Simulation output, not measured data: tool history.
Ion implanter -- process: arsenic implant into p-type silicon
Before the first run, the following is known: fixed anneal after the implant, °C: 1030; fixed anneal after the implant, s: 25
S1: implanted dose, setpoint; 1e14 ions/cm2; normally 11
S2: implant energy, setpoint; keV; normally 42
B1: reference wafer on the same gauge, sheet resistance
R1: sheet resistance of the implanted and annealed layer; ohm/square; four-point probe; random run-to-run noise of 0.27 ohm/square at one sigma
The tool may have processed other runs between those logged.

{"run": 1, "hour": 0.0, "S1": 11, "S2": 42, "B1": 119.09, "R1": 104.74}
{"run": 2, "hour": 12.9, "S1": 11, "S2": 42, "B1": 118.94, "R1": 104.56}
{"run": 3, "hour": 28.2, "S1": 13.11, "S2": 42, "B1": 118.99, "R1": 92.91}
{"run": 4, "hour": 46.2, "S1": 11, "S2": 42, "B1": 119.06, "R1": 104.38}
{"run": 5, "hour": 72.9, "S1": 11, "S2": 31, "B1": 119.05, "R1": 109.94}
{"run": 6, "hour": 106.3, "S1": 11, "S2": 31, "B1": 118.97, "R1": 109.92}
{"run": 7, "hour": 146.2, "S1": 11, "S2": 42, "B1": 119.07, "R1": 104.28}
{"run": 8, "hour": 175.3, "S1": 11, "S2": 42, "B1": 118.96, "R1": 104.34}
{"run": 9, "hour": 192.6, "S1": 11, "S2": 42, "B1": 119.01, "R1": 104.56}
{"run": 10, "hour": 219.3, "S1": 11, "S2": 42, "B1": 119.04, "R1": 104.35}
{"hour": 254.7, "done": "extraction supply calibrated"}
{"run": 11, "hour": 255.2, "S1": 9.1, "S2": 42, "B1": 119.1, "R1": 119.54}
{"run": 12, "hour": 269.5, "S1": 9.1, "S2": 42, "B1": 118.93, "R1": 119.56}
{"run": 13, "hour": 297.6, "S1": 9.1, "S2": 42, "B1": 118.82, "R1": 118.63}
{"run": 14, "hour": 309.7, "S1": 11, "S2": 48, "B1": 119.05, "R1": 102.19}
{"hour": 329.2, "done": "Faraday cup replaced and dose calibrated"}
{"run": 15, "hour": 329.7, "S1": 11, "S2": 51, "B1": 119.04, "R1": 97.82}
{"run": 16, "hour": 347.9, "S1": 11, "S2": 31, "B1": 118.94, "R1": 106.54}
{"run": 17, "hour": 366.6, "S1": 13.13, "S2": 50, "B1": 119.02, "R1": 86.88}
{"run": 18, "hour": 379.2, "S1": 11, "S2": 42, "B1": 119.01, "R1": 101.01}
{"run": 19, "hour": 402.5, "S1": 12.66, "S2": 52, "B1": 118.91, "R1": 88.73}
{"run": 20, "hour": 425.4, "S1": 13.86, "S2": 38, "B1": 118.93, "R1": 89.44}
{"hour": 426.6, "done": "gauge calibrated"}
{"run": 21, "hour": 454.7, "S1": 12.38, "S2": 36, "B1": 118.96, "R1": 96.55}
{"run": 22, "hour": 478.8, "S1": 11, "S2": 31, "B1": 118.87, "R1": 107.16}
{"run": 23, "hour": 513.1, "S1": 13.9, "S2": 52, "B1": 119, "R1": 83.61}
{"run": 24, "hour": 528.8, "S1": 8.9, "S2": 49.5, "B1": 119.09, "R1": 114.76}
{"run": 25, "hour": 541.9, "S1": 11, "S2": 42, "B1": 118.95, "R1": 102.16}
{"run": 26, "hour": 562.9, "S1": 9.32, "S2": 49, "B1": 118.97, "R1": 111.59}
{"run": 27, "hour": 583.8, "S1": 13.18, "S2": 42, "B1": 118.94, "R1": 90.44}
{"run": 28, "hour": 614.2, "S1": 11, "S2": 33.5, "B1": 119.15, "R1": 105.66}
{"run": 29, "hour": 627.2, "S1": 11, "S2": 42, "B1": 118.9, "R1": 101.96}

Run 30 is up next; what results do you expect?
{"run": 30, "hour": 653.1, "S1": 11, "S2": 56, "B1": "?", "R1": "?"}

B1: 119.06
R1: 97.11 ohm/square
Had the tool carried no hidden state, the very same run would have given R1 96.16 ohm/square.

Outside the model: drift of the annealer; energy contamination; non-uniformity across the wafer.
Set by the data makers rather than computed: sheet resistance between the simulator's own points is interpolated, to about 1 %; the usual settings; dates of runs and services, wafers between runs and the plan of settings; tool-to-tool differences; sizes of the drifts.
